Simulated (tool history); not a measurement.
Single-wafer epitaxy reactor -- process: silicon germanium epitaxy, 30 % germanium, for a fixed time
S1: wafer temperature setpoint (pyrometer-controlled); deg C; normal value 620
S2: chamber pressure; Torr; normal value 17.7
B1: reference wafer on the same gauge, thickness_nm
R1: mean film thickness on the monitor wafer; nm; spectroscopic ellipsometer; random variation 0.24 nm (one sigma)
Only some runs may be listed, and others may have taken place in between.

Run 1, day 0.000: usual settings; B1 82.278. Result: R1 91.753 nm.
Run 2, day 0.658: usual settings but S1 613 deg C, S2 14.5 Torr; B1 82.275. Result: R1 73.739 nm.
Run 3, day 1.333: usual settings but S2 14.6 Torr; B1 82.202. Result: R1 82.831 nm.
Run 4, day 1.958: usual settings but S2 14.6 Torr; B1 82.206. Result: R1 82.739 nm.
Run 5, day 2.396: usual settings but S2 14.6 Torr; B1 82.320. Result: R1 82.788 nm.
Run 6, day 3.883: usual settings; B1 82.310. Result: R1 91.847 nm.
Run 7, day 4.283: usual settings but S2 19.8 Torr; B1 82.264. Result: R1 97.336 nm.
At day 4.654: capacitance manometer re-zeroed and calibrated.
Run 8, day 4.788: usual settings; B1 82.307. Result: R1 87.912 nm.
Run 9, day 5.321: usual settings; B1 82.347. Result: R1 88.049 nm.
Run 10, day 5.683: usual settings; B1 82.232. Result: R1 87.875 nm.
Run 11, day 5.942: usual settings; B1 82.250. Result: R1 87.780 nm.
Run 12, day 6.575: usual settings; B1 82.226. Result: R1 87.951 nm.
Run 13, day 6.892: usual settings; B1 82.385. Result: R1 87.732 nm.
At day 7.350: showerhead replaced, of another model than before.
Run 14, day 7.967: usual settings but S2 15.4 Torr; B1 82.317. Result: R1 77.085 nm.
Run 15, day 8.304: usual settings but S1 625 deg C; B1 82.354. Result: R1 95.657 nm.
Run 16, day 8.733: usual settings but S1 628 deg C; B1 82.258. Result: R1 99.664 nm.
At day 9.008: gauge calibrated.
Run 17, day 9.246: usual settings; B1 82.254. Result: R1 88.478 nm.
At day 9.992: pyrometer calibrated.
Run 18, day 10.012: usual settings but S1 606 deg C, S2 13.4 Torr; B1 82.301. Result: R1 52.540 nm.
Run 19, day 10.708: usual settings; B1 82.260. Result: R1 88.832 nm.
Run 20, day 11.362: usual settings but S1 627 deg C, S2 20.1 Torr; B1 82.305. Result: R1 109.682 nm.
Run 21, day 12.012: usual settings but S1 613 deg C; B1 82.271. Result: R1 79.356 nm.
Run 22, day 12.267: usual settings but S1 629 deg C, S2 14.3 Torr; B1 82.288. Result: R1 81.994 nm.
Run 23, day 12.650: usual settings but S1 611 deg C, S2 14.6 Torr; B1 82.333. Result: R1 63.879 nm.
Run 24, day 13.325: usual settings but S1 629 deg C, S2 14.0 Torr; B1 82.308. Result: R1 79.892 nm.
Run 25, day 13.875: usual settings but S1 606 deg C, S2 19.6 Torr; B1 82.311. Result: R1 78.147 nm.
Run 26, day 14.525: usual settings; B1 82.363. Result: R1 89.350 nm.
Run 27, day 14.971: usual settings but S1 628 deg C, S2 14.9 Torr; B1 82.253. Result: R1 84.638 nm.

How would selected steps in R1 from run to run divide? Give the signed amount a tool lacking its hidden state would still show from settings, what came in and random variation, and the signed amount left for the hidden state, including any gauge scatter that is not in both of the compared results.
The tool's hidden condition here consists of: wafer temperature above the value expected at the setpoint (K); true pressure above the setpoint (%); gauge reads high (%).
Run 1 -> 2: S1 620 -> 613, S2 17.7 -> 14.5. R1 -18.014 nm: hidden state -0.703, all else -17.311.
Run 7 -> 8: S2 19.8 -> 17.7, capacitance manometer re-zeroed and calibrated. R1 -9.424 nm: hidden state -4.343, all else -5.081.
Run 17 -> 18: S1 620 -> 606, S2 17.7 -> 13.4, pyrometer calibrated. R1 -35.938 nm: hidden state -0.195, all else -35.743.
Run 18 -> 19: S1 606 -> 620, S2 13.4 -> 17.7. R1 +36.292 nm: hidden state +0.395, all else +35.897.

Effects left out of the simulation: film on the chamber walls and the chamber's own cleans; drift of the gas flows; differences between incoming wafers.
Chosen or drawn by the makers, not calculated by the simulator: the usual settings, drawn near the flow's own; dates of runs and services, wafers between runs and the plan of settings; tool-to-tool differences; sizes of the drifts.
